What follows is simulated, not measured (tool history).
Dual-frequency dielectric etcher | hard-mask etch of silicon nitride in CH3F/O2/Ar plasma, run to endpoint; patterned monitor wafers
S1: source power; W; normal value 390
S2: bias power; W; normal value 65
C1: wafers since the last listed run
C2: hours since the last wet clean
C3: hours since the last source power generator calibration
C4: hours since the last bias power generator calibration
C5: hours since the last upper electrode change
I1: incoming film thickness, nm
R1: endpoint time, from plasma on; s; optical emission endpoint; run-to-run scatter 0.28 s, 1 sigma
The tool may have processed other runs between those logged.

run	day	S1	S2	C1	C2	C3	C4	C5	I1	R1
1	0	390	65	0	252.5	920.1	3324	4534.7	49.17	74.9
2	2.125	390	65	622	303.5	971.1	3375	4585.7	49.19	75.1
3	6.088	390	65	1160	398.6	1066.2	3470.1	4680.8	49.22	76
# day 7.408: wet clean of the chamber
4	8.738	390	65	483	31.9	1129.8	3533.7	4744.4	49.72	74.3
5	10.908	390	65	635	84	1181.9	3585.8	4796.5	49.09	74
6	13.612	390	65	791	148.9	1246.8	3650.7	4861.4	49.14	74.5
7	15.221	390	65	471	187.5	1285.4	3689.3	4900	49.12	74.7
8	16.975	390	56	513	229.6	1327.5	3731.4	4942.1	49.01	78.1
9	18.596	390	65	474	268.5	1366.4	3770.3	4981	49.17	74.8
10	19.612	430	77	297	292.9	1390.8	3794.7	5005.4	48.93	68.3
11	22.442	430	77	828	360.8	1458.7	3862.6	5073.3	48.76	68.4
# day 25.142: wet clean of the chamber
12	25.162	390	65	503	0.5	1524	3927.9	5138.6	49.39	74
13	27.017	430	65	543	45	1568.5	3972.4	5183.1	49.26	71.7
14	29.592	430	65	754	106.8	1630.3	4034.2	5244.9	49.31	72
# day 30.771: upper electrode replaced, of another model than before
15	32.379	430	65	523	173.7	1697.2	4101.1	38.6	48.51	72
16	33.796	390	65	414	207.7	1731.2	4135.1	72.6	48.74	74.4
17	36.629	460	60	829	275.7	1799.2	4203.1	140.6	49.38	76
# day 36.796: source power generator calibrated
18	38.2	310	80	411	313.4	33.7	4240.8	178.3	49.27	70.6
19	39.692	390	65	436	349.2	69.5	4276.6	214.1	49.8	75.6
# day 44.617: bias power generator calibrated
# day 46.45: wet clean of the chamber
20	47.7	390	65	2003	30	261.7	74	406.3	49.03	73.5
21	49.542	310	73	539	74.2	305.9	118.2	450.5	49.13	72.4
22	51.296	390	79	513	116.3	348	160.3	492.6	49.38	66.8
23	53.525	310	72	652	169.8	401.5	213.8	546.1	49.03	73.4
24	55.625	390	77	614	220.2	451.9	264.2	596.5	49.83	69
25	58.379	430	75	806	286.3	518	330.3	662.6	49.16	67.9
26	60.212	390	55	536	330.3	562	374.3	706.6	49.72	83.8
27	62.033	300	65	533	374	605.7	418	750.3	49.27	79.7
# day 64.567: wet clean of the chamber
28	64.992	290	65	573	10.2	676.7	489	821.3	49.53	79.1

Branching from run 28: 3 alternative next runs. What would each branch give?
A	65.008	390	80	4	10.6	677.1	489.4	821.7	48.74	?
B	65.008	460	49	4	10.6	677.1	489.4	821.7	48.74	?
C	65.008	470	77	4	10.6	677.1	489.4	821.7	48.74	?

run	R1
A	65.4
B	83.7
C	64.2
With no hidden state in the tool, these same runs would have given:
run	R1
A	65.3
B	83.5
C	64.1

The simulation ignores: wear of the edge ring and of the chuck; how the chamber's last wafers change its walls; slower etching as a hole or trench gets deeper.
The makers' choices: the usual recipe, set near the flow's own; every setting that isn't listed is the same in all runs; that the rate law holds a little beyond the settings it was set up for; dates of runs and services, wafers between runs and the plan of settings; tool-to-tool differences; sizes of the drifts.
